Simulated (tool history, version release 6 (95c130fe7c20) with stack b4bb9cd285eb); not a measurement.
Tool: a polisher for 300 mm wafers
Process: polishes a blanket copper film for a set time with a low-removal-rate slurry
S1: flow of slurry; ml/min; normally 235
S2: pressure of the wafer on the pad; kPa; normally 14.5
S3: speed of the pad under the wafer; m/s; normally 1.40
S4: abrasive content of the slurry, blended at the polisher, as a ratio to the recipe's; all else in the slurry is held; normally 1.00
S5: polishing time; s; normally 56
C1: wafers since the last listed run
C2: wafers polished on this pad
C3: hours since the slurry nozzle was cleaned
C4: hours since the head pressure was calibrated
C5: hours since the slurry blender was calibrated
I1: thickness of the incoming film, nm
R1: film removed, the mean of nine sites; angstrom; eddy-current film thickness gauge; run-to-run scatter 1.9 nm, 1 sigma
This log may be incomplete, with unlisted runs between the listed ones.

run     day   S1    S2    S3    S4  S5   C1    C2     C3      C4     C5      I1    R1
  1   0.000  235  14.5  1.58  1.00  56    0   535  364.8  1035.7  152.1  1497.0  1944
      0.250  -- slurry blender recalibrated
      0.575  -- slurry nozzle cleaned
  2   0.971  280  14.5  1.40  1.00  56  151   687    9.5  1059.0   17.3  1515.7  1697
  3   1.912  280  14.5  1.40  1.00  56  168   855   32.1  1081.6   39.9  1518.9  1677
      3.062  -- worn pad replaced by a new one
  4   3.225  280  14.5  1.40  1.00  56  205    29   63.6  1113.1   71.4  1507.7  1561
  5   4.725  275  14.5  1.40  1.00  56  268   298   99.6  1149.1  107.4  1517.5  1593
  6   5.875  275  14.5  1.40  1.00  56  206   504  127.2  1176.7  135.0  1476.5  1536
  7   6.967  190  14.5  1.40  1.00  56  195   699  153.4  1202.9  161.2  1498.5  1445
      7.817  -- slurry blender recalibrated
  8   7.958  190  14.5  1.40  1.00  56  162   862  177.2  1226.7    3.4  1504.6  1450
      8.454  -- worn pad replaced by a new one, repeated, since the last time left the tool worse
  9   8.629  190  14.5  1.40  1.00  56   90    31  193.3  1242.8   19.5  1507.9  1683
 10   9.317  235  14.5  1.14  1.00  56  123   154  209.8  1259.3   36.0  1501.4  1401
 11  10.162  235  14.5  1.40  1.00  56  151   306  230.1  1279.6   56.3  1517.4  1698
 12  11.354  235  14.5  1.40  1.00  56  213   519  258.7  1308.2   84.9  1498.8  1710
 13  11.875  235  14.5  1.40  1.00  56   93   613  271.2  1320.7   97.4  1508.7  1714
 14  13.288  185  14.5  1.40  0.75  56  253   866  305.1  1354.6  131.3  1500.8  1446
     14.675  -- head pressure recalibrated
 15  14.712  235  18.6  1.24  1.00  56  240  1106  339.3     0.9  165.5  1492.4  1771
     15.196  -- worn pad replaced by a new one
     15.292  -- slurry blender recalibrated
 16  16.833  235  14.5  1.40  1.20  56  335   278  390.2    51.8   37.0  1498.7  1805

Forecast run 17:
 17  17.650  235  14.5  1.40  1.00  56  146  425  409.8  71.4  56.6  1478.3   ?

{"run 17": {"R1": 1722}}
On a tool with no hidden condition, and with the same random variation, this run would have come out at R1 1763 angstrom.
